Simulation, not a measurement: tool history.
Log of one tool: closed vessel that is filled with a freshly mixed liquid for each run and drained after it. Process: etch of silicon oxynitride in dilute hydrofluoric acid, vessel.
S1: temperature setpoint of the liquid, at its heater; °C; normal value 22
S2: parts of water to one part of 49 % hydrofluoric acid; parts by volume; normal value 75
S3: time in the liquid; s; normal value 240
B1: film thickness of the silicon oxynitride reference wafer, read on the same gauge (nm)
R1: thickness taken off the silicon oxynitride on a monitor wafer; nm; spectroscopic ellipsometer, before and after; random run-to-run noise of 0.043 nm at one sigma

Run 1, hour 0: usual settings but S3 185 s; B1 99.99. Result: R1 6.17 nm.
Run 2, hour 6.5: usual settings but S3 185 s; B1 99.98. Result: R1 6.15 nm.
At hour 12.1: gauge calibrated.
Run 3, hour 13.4: usual settings but S3 185 s; B1 99.96. Result: R1 6.11 nm.
Run 4, hour 20.8: usual settings but S2 100 parts by volume; B1 99.93. Result: R1 5.86 nm.
Run 5, hour 45.8: usual settings but S2 100 parts by volume; B1 100. Result: R1 5.84 nm.
Run 6, hour 57.4: usual settings; B1 99.99. Result: R1 7.91 nm.
Run 7, hour 68.3: usual settings but S1 24.5 °C; B1 99.98. Result: R1 8.94 nm.
Run 8, hour 81.4: usual settings but S1 24.5 °C; B1 100.01. Result: R1 8.86 nm.
Run 9, hour 98.3: usual settings but S1 24 °C; B1 100. Result: R1 8.7 nm.
Run 10, hour 113.7: usual settings but S1 24 °C; B1 100. Result: R1 8.65 nm.
Run 11, hour 131.5: usual settings but S1 24 °C; B1 99.96. Result: R1 8.64 nm.
Run 12, hour 142.8: usual settings but S3 155 s; B1 100. Result: R1 5.07 nm.
At hour 148: thermometer replaced.
Run 13, hour 151.4: usual settings but S1 19.5 °C, S3 340 s; B1 100.04. Result: R1 9.92 nm.
Run 14, hour 167.8: usual settings but S1 19.5 °C, S3 340 s; B1 99.99. Result: R1 9.83 nm.
Run 15, hour 178.9: usual settings but S1 25.5 °C, S2 105 parts by volume, S3 140 s; B1 100. Result: R1 3.75 nm.
Run 16, hour 185.5: usual settings; B1 99.97. Result: R1 7.81 nm.
Run 17, hour 197.9: usual settings; B1 99.99. Result: R1 7.82 nm.
Run 18, hour 205.6: usual settings but S2 115 parts by volume, S3 330 s; B1 100. Result: R1 6.79 nm.
Run 19, hour 212.2: usual settings but S1 19.5 °C, S3 340 s; B1 99.99. Result: R1 9.79 nm.
Run 20, hour 227.7: usual settings but S1 26 °C, S3 135 s; B1 99.99. Result: R1 5.32 nm.
Run 21, hour 235.1: usual settings but S1 25 °C, S2 60 parts by volume, S3 145 s; B1 100.02. Result: R1 6.87 nm.
At hour 236.9: gauge calibrated.
Run 22, hour 242.9: usual settings but S1 18 °C, S2 100 parts by volume, S3 285 s; B1 100.05. Result: R1 5.56 nm.
At hour 247.2: hydrofluoric acid flow meter replaced.
Run 23, hour 249.5: usual settings but S1 24 °C, S2 60 parts by volume, S3 140 s; B1 99.99. Result: R1 7.12 nm.
Run 24, hour 264.2: usual settings but S1 19 °C; B1 99.93. Result: R1 7.45 nm.
Run 25, hour 273: usual settings but S1 27 °C, S2 105 parts by volume; B1 100.04. Result: R1 7.68 nm.
Run 26, hour 279.8: usual settings; B1 99.96. Result: R1 8.72 nm.
Run 27, hour 293: usual settings but S1 18 °C, S2 100 parts by volume, S3 285 s; B1 100.05. Result: R1 6.26 nm.
Run 28, hour 308.8: usual settings but S1 23.5 °C, S2 95 parts by volume, S3 175 s; B1 99.98. Result: R1 5.24 nm.
Run 29, hour 324.6: usual settings but S1 24.5 °C, S2 115 parts by volume, S3 355 s; B1 99.97. Result: R1 9.18 nm.

Run-by-run hidden state of the tool:
liquid hotter than its thermometer reads (K): 0 on each run
gauge reads high (%): 0 on each run
H1: hydrofluoric acid flow below the setpoint (%)
run     H1
  1   8.31
  2   8.37
  3   8.42
  4   8.48
  5   8.69
  6   8.79
  7   8.88
  8   8.98
  9   9.12
 10   9.25
 11    9.4
 12   9.49
 13   9.56
 14    9.7
 15   9.79
 16   9.84
 17   9.94
 18     10
 19   10.1
 20   10.2
 21   10.3
 22   10.3
 23  0.313
 24  0.434
 25  0.507
 26  0.563
 27  0.672
 28  0.802
 29  0.933

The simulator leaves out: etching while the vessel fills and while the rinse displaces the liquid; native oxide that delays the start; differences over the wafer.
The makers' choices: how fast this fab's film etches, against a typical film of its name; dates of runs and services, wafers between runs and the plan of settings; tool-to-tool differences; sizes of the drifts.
